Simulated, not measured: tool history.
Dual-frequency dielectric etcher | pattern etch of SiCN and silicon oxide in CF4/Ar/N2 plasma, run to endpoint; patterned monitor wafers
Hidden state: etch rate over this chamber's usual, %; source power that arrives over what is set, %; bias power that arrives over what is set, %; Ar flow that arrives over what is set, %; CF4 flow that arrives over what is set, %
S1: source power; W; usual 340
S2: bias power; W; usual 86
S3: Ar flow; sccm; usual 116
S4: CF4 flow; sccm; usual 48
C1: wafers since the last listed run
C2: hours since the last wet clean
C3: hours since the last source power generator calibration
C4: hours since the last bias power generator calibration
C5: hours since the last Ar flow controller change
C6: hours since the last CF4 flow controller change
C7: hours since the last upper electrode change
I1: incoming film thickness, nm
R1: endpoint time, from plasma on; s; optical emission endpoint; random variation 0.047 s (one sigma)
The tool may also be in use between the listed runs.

{"run": 1, "hour": 0.0, "S1": 340, "S2": 86, "S3": 126, "S4": 48, "C1": 0, "C2": 401.3, "C3": 3280, "C4": 2515.3, "C5": 3559.8, "C6": 4861.5, "C7": 3724.7, "I1": 10.42, "R1": 15.9}
{"run": 2, "hour": 22.7, "S1": 340, "S2": 86, "S3": 126, "S4": 48, "C1": 240, "C2": 424, "C3": 3302.7, "C4": 2538, "C5": 3582.5, "C6": 4884.2, "C7": 3747.4, "I1": 10.43, "R1": 15.8}
{"run": 3, "hour": 45.3, "S1": 340, "S2": 86, "S3": 126, "S4": 48, "C1": 239, "C2": 446.6, "C3": 3325.3, "C4": 2560.6, "C5": 3605.1, "C6": 4906.8, "C7": 3770, "I1": 10.3, "R1": 15.6}
{"run": 4, "hour": 80.0, "S1": 340, "S2": 68, "S3": 116, "S4": 48, "C1": 367, "C2": 481.3, "C3": 3360, "C4": 2595.3, "C5": 3639.8, "C6": 4941.5, "C7": 3804.7, "I1": 10.4, "R1": 16.5}
{"run": 5, "hour": 106.2, "S1": 340, "S2": 86, "S3": 116, "S4": 48, "C1": 277, "C2": 507.5, "C3": 3386.2, "C4": 2621.5, "C5": 3666, "C6": 4967.7, "C7": 3830.9, "I1": 10.36, "R1": 15.5}
{"hour": 131.3, "done": "wet clean of the chamber"}
{"run": 6, "hour": 131.8, "S1": 340, "S2": 86, "S3": 116, "S4": 48, "C1": 16, "C2": 0.5, "C3": 3411.8, "C4": 2647.1, "C5": 3691.6, "C6": 4993.3, "C7": 3856.5, "I1": 10.38, "R1": 15.6}
{"run": 7, "hour": 138.7, "S1": 340, "S2": 86, "S3": 116, "S4": 48, "C1": 72, "C2": 7.4, "C3": 3418.7, "C4": 2654, "C5": 3698.5, "C6": 5000.2, "C7": 3863.4, "I1": 10.46, "R1": 15.8}
{"run": 8, "hour": 168.6, "S1": 340, "S2": 86, "S3": 116, "S4": 48, "C1": 316, "C2": 37.3, "C3": 3448.6, "C4": 2683.9, "C5": 3728.4, "C6": 5030.1, "C7": 3893.3, "I1": 10.32, "R1": 15.6}
{"run": 9, "hour": 189.6, "S1": 340, "S2": 86, "S3": 116, "S4": 48, "C1": 222, "C2": 58.3, "C3": 3469.6, "C4": 2704.9, "C5": 3749.4, "C6": 5051.1, "C7": 3914.3, "I1": 10.44, "R1": 15.7}
{"run": 10, "hour": 206.1, "S1": 340, "S2": 86, "S3": 128, "S4": 48, "C1": 174, "C2": 74.8, "C3": 3486.1, "C4": 2721.4, "C5": 3765.9, "C6": 5067.6, "C7": 3930.8, "I1": 10.36, "R1": 15.9}
{"hour": 214.0, "done": "Ar flow controller replaced"}
{"hour": 249.7, "done": "upper electrode replaced"}
{"run": 11, "hour": 250.2, "S1": 340, "S2": 86, "S3": 116, "S4": 48, "C1": 149, "C2": 118.9, "C3": 3530.2, "C4": 2765.5, "C5": 36.2, "C6": 5111.7, "C7": 0.5, "I1": 10.45, "R1": 15.7}
{"run": 12, "hour": 265.2, "S1": 340, "S2": 79, "S3": 104, "S4": 48, "C1": 158, "C2": 133.9, "C3": 3545.2, "C4": 2780.5, "C5": 51.2, "C6": 5126.7, "C7": 15.5, "I1": 10.48, "R1": 15.7}
{"run": 13, "hour": 287.3, "S1": 340, "S2": 86, "S3": 116, "S4": 48, "C1": 233, "C2": 156, "C3": 3567.3, "C4": 2802.6, "C5": 73.3, "C6": 5148.8, "C7": 37.6, "I1": 10.43, "R1": 15.7}
{"hour": 303.2, "done": "source power generator calibrated"}
{"run": 14, "hour": 317.8, "S1": 340, "S2": 86, "S3": 116, "S4": 48, "C1": 280, "C2": 186.5, "C3": 14.6, "C4": 2833.1, "C5": 103.8, "C6": 5179.3, "C7": 68.1, "I1": 10.32, "R1": 15.5}
{"hour": 346.4, "done": "CF4 flow controller replaced"}
{"run": 15, "hour": 346.9, "S1": 340, "S2": 86, "S3": 98, "S4": 53, "C1": 244, "C2": 215.6, "C3": 43.7, "C4": 2862.2, "C5": 132.9, "C6": 0.5, "C7": 97.2, "I1": 10.5, "R1": 14.9}
{"run": 16, "hour": 367.5, "S1": 340, "S2": 86, "S3": 116, "S4": 48, "C1": 217, "C2": 236.2, "C3": 64.3, "C4": 2882.8, "C5": 153.5, "C6": 21.1, "C7": 117.8, "I1": 10.38, "R1": 15.5}
{"hour": 391.3, "done": "bias power generator calibrated"}
{"run": 17, "hour": 400.0, "S1": 340, "S2": 86, "S3": 116, "S4": 58, "C1": 301, "C2": 268.7, "C3": 96.8, "C4": 8.7, "C5": 186, "C6": 53.6, "C7": 150.3, "I1": 10.48, "R1": 15.2}
{"run": 18, "hour": 420.7, "S1": 340, "S2": 65, "S3": 128, "S4": 48, "C1": 218, "C2": 289.4, "C3": 117.5, "C4": 29.4, "C5": 206.7, "C6": 74.3, "C7": 171, "I1": 10.31, "R1": 17}
{"run": 19, "hour": 451.4, "S1": 300, "S2": 102, "S3": 141, "S4": 39, "C1": 324, "C2": 320.1, "C3": 148.2, "C4": 60.1, "C5": 237.4, "C6": 105, "C7": 201.7, "I1": 10.41, "R1": 17.4}
{"run": 20, "hour": 484.3, "S1": 340, "S2": 70, "S3": 116, "S4": 43, "C1": 348, "C2": 353, "C3": 181.1, "C4": 93, "C5": 270.3, "C6": 137.9, "C7": 234.6, "I1": 10.38, "R1": 16.8}
{"run": 21, "hour": 543.0, "S1": 340, "S2": 86, "S3": 116, "S4": 54, "C1": 620, "C2": 411.7, "C3": 239.8, "C4": 151.7, "C5": 329, "C6": 196.6, "C7": 293.3, "I1": 10.39, "R1": 15.2}
{"run": 22, "hour": 558.6, "S1": 300, "S2": 79, "S3": 116, "S4": 48, "C1": 165, "C2": 427.3, "C3": 255.4, "C4": 167.3, "C5": 344.6, "C6": 212.2, "C7": 308.9, "I1": 10.46, "R1": 17.6}
{"run": 23, "hour": 576.6, "S1": 300, "S2": 100, "S3": 116, "S4": 39, "C1": 190, "C2": 445.3, "C3": 273.4, "C4": 185.3, "C5": 362.6, "C6": 230.2, "C7": 326.9, "I1": 10.31, "R1": 16.6}
{"run": 24, "hour": 597.7, "S1": 340, "S2": 86, "S3": 116, "S4": 48, "C1": 223, "C2": 466.4, "C3": 294.5, "C4": 206.4, "C5": 383.7, "C6": 251.3, "C7": 348, "I1": 10.31, "R1": 15.4}
{"run": 25, "hour": 623.8, "S1": 340, "S2": 86, "S3": 116, "S4": 48, "C1": 276, "C2": 492.5, "C3": 320.6, "C4": 232.5, "C5": 409.8, "C6": 277.4, "C7": 374.1, "I1": 10.35, "R1": 15.4}

Forecast each of these 3 alternatives for the next run:
{"run": "A", "hour": 624.2, "S1": 340, "S2": 86, "S3": 116, "S4": 48, "C1": 4, "C2": 492.9, "C3": 321, "C4": 232.9, "C5": 410.2, "C6": 277.8, "C7": 374.5, "I1": 10.37, "R1": "?"}
{"run": "B", "hour": 624.2, "S1": 340, "S2": 86, "S3": 116, "S4": 42, "C1": 4, "C2": 492.9, "C3": 321, "C4": 232.9, "C5": 410.2, "C6": 277.8, "C7": 374.5, "I1": 10.37, "R1": "?"}
{"run": "C", "hour": 624.2, "S1": 340, "S2": 86, "S3": 108, "S4": 48, "C1": 4, "C2": 492.9, "C3": 321, "C4": 232.9, "C5": 410.2, "C6": 277.8, "C7": 374.5, "I1": 10.37, "R1": "?"}

run=A R1=15.5
run=B R1=15.8
run=C R1=15.2
Without the tool's hidden state the same runs would have given:
run=A R1=15.6
run=B R1=16
run=C R1=15.4

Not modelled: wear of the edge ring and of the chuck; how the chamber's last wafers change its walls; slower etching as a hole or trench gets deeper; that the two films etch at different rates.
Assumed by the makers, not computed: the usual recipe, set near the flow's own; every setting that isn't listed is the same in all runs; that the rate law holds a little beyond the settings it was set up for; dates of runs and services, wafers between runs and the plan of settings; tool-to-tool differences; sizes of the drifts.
